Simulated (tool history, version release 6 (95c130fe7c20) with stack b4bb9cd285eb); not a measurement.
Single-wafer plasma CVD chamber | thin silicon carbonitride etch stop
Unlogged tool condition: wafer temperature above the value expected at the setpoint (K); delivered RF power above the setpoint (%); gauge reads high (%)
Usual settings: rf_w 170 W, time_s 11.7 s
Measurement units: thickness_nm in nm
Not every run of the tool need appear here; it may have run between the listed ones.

run,hour,rf_w,time_s,wafers since the last listed run,hours since the last thermocouple change,hours since the last RF generator calibration,hours since the showerhead was replaced,hours since the gauge calibration,"read-back reference wafer on the same gauge, thickness_nm",thickness_nm
1,0,170,13,0,1020.5,1039.7,2079.9,610.6,6.851,7.028
2,55.5,170,11.7,840,1076,1095.2,2135.4,666.1,6.849,6.345
3,113.3,170,11.7,875,1133.8,1153,2193.2,723.9,6.85,6.334
4,139.7,160,11.7,399,1160.2,1179.4,2219.6,750.3,6.849,6.171
5,181.9,160,11.7,639,1202.4,1221.6,2261.8,792.5,6.848,6.163
6,342.6,160,11.7,2434,1363.1,1382.3,2422.5,953.2,6.85,6.172
7,380.7,170,11.7,577,1401.2,1420.4,2460.6,991.3,6.85,6.326
8,411.9,170,11.7,472,1432.4,1451.6,2491.8,1022.5,6.853,6.309
# hour 446.1: showerhead replaced
9,479.8,170,11.7,907,1500.3,1519.5,33.7,1090.4,6.848,6.341
10,504.7,170,11.7,377,1525.2,1544.4,58.6,1115.3,6.85,6.329
11,553.7,170,11.7,742,1574.2,1593.4,107.6,1164.3,6.85,6.306
12,645,170,11.7,1383,1665.5,1684.7,198.9,1255.6,6.853,6.32
# hour 684.8: RF generator calibrated
13,689.3,170,11.7,549,1709.8,4.5,243.2,1299.9,6.852,6.319
# hour 744.1: gauge calibrated
14,755.1,170,11.7,996,1775.6,70.3,309,11,6.847,6.319
15,818.3,170,11.7,957,1838.8,133.5,372.2,74.2,6.847,6.305
16,944.3,185,11.7,1908,1964.8,259.5,498.2,200.2,6.848,6.52
17,969.4,140,11.7,380,1989.9,284.6,523.3,225.3,6.85,5.868
18,1000.4,170,11.7,469,2020.9,315.6,554.3,256.3,6.849,6.313
19,1032.7,150,9.6,489,2053.2,347.9,586.6,288.6,6.851,4.949
# hour 1088.7: thermocouple changed; heater temperature recalibrated
20,1091.3,170,11.7,766,2.6,406.5,645.2,347.2,6.847,6.327
21,1142.1,140,11.7,769,53.4,457.3,696,398,6.85,5.885
22,1192.1,170,11.7,757,103.4,507.3,746,448,6.852,6.319
23,1219.1,190,11.7,409,130.4,534.3,773,475,6.853,6.581
24,1290.2,190,12.4,1077,201.5,605.4,844.1,546.1,6.85,6.961
25,1329.3,180,12.4,592,240.6,644.5,883.2,585.2,6.847,6.851
26,1368.1,150,13.2,587,279.4,683.3,922,624,6.849,6.814
27,1392.9,170,12.5,375,304.2,708.1,946.8,648.8,6.848,6.751
28,1423.4,170,13.1,462,334.7,738.6,977.3,679.3,6.85,7.068
29,1458.3,155,13.5,528,369.6,773.5,1012.2,714.2,6.85,7.04
30,1503.3,195,10.7,681,414.6,818.5,1057.2,759.2,6.849,6.073
31,1566.5,170,9.5,957,477.8,881.7,1120.4,822.4,6.848,5.136
32,1619.2,170,11.7,798,530.5,934.4,1173.1,875.1,6.848,6.338
33,1686,170,11.7,1011,597.3,1001.2,1239.9,941.9,6.851,6.296
34,1735.6,190,13.8,751,646.9,1050.8,1289.5,991.5,6.848,7.77
35,1778.8,170,13.7,654,690.1,1094,1332.7,1034.7,6.851,7.414
36,1845.6,170,11.7,1011,756.9,1160.8,1399.5,1101.5,6.851,6.33

4 options for the next run, each taken on its own from the tool as it stands now. Forecast them:
A,1846,170,11.7,6,757.3,1161.2,1399.9,1101.9,?,?
B,1846,200,9.9,6,757.3,1161.2,1399.9,1101.9,?,?
C,1846,170,11,6,757.3,1161.2,1399.9,1101.9,?,?
D,1846,195,11.7,6,757.3,1161.2,1399.9,1101.9,?,?

run,"read-back reference wafer on the same gauge, thickness_nm",thickness_nm
A,6.85,6.323
B,6.85,5.677
C,6.85,5.945
D,6.85,6.648
Take away the tool's hidden state, keep each run's random variation, and the runs would have read:
run,thickness_nm
A,6.323
B,5.677
C,5.945
D,6.648
